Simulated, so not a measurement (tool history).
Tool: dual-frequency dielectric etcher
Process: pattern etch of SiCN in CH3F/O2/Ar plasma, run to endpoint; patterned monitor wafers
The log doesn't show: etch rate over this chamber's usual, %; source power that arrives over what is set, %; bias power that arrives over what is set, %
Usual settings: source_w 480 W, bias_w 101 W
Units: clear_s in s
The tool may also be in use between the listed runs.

run	hour	source_w	bias_w	wafers since the last listed run	hours since the last wet clean	hours since the last source power generator calibration	hours since the last bias power generator calibration	hours since the last upper electrode change	incoming incoming film thickness, nm	clear_s
1	0	480	101	0	34.4	2059	3196.8	1683	11.98	24.5
2	26.2	480	101	443	60.6	2085.2	3223	1709.2	12.08	24.7
3	119.5	480	101	1580	153.9	2178.5	3316.3	1802.5	12.09	24.4
4	155.4	480	101	608	189.8	2214.4	3352.2	1838.4	11.97	24.8
5	180.6	480	117	427	215	2239.6	3377.4	1863.6	11.96	23.2
6	212.6	480	117	542	247	2271.6	3409.4	1895.6	12.02	22.6
# hour 233.7: bias power generator calibrated
7	242.3	480	101	435	276.7	2301.3	8.6	1925.3	12	24.7
8	262.5	480	101	342	296.9	2321.5	28.8	1945.5	11.97	24.8
9	280.7	480	101	308	315.1	2339.7	47	1963.7	12.04	24.6
10	315.3	420	101	586	349.7	2374.3	81.6	1998.3	11.99	26.8
# hour 330.6: source power generator calibrated
11	332.9	480	90	230	367.3	2.3	99.2	2015.9	12.03	25.9
12	351.1	480	90	308	385.5	20.5	117.4	2034.1	11.92	26.1
13	384.9	480	101	572	419.3	54.3	151.2	2067.9	11.91	24.6
14	419	480	106	577	453.4	88.4	185.3	2102	11.93	23.8
15	435.5	480	117	279	469.9	104.9	201.8	2118.5	12.09	23.3
# hour 473.3: wet clean of the chamber
16	473.8	480	116	242	0.5	143.2	240.1	2156.8	12.02	23.3
17	485.8	480	101	203	12.5	155.2	252.1	2168.8	12.04	25.1
# hour 526.4: upper electrode replaced
18	526.9	480	101	289	53.6	196.3	293.2	0.5	11.91	24.5
19	532.8	360	80	99	59.5	202.2	299.1	6.4	12.08	33.1
20	561.6	530	81	488	88.3	231	327.9	35.2	12.04	26
21	576	560	115	244	102.7	245.4	342.3	49.6	12	21.7
22	602.5	420	124	449	129.2	271.9	368.8	76.1	12.01	24
23	623.6	530	101	357	150.3	293	389.9	97.2	11.9	23.2
24	649.2	430	112	433	175.9	318.6	415.5	122.8	12.02	25.3
25	680	570	101	521	206.7	349.4	446.3	153.6	11.9	22.2
26	702.3	380	88	377	229	371.7	468.6	175.9	12.09	31
27	729.2	440	101	455	255.9	398.6	495.5	202.8	11.93	25.6
28	755.2	570	114	440	281.9	424.6	521.5	228.8	12.06	21.6

Forecast each of these 4 alternatives for the next run:
A	755.6	480	101	6	282.3	425	521.9	229.2	11.97	?
B	755.6	600	112	6	282.3	425	521.9	229.2	11.97	?
C	755.6	590	89	6	282.3	425	521.9	229.2	11.97	?
D	755.6	540	77	6	282.3	425	521.9	229.2	11.97	?

run	clear_s
A	24.9
B	21.1
C	23.6
D	26.3
Without the tool's hidden state the same runs would have given:
run	clear_s
A	24.9
B	21.1
C	23.6
D	26.3
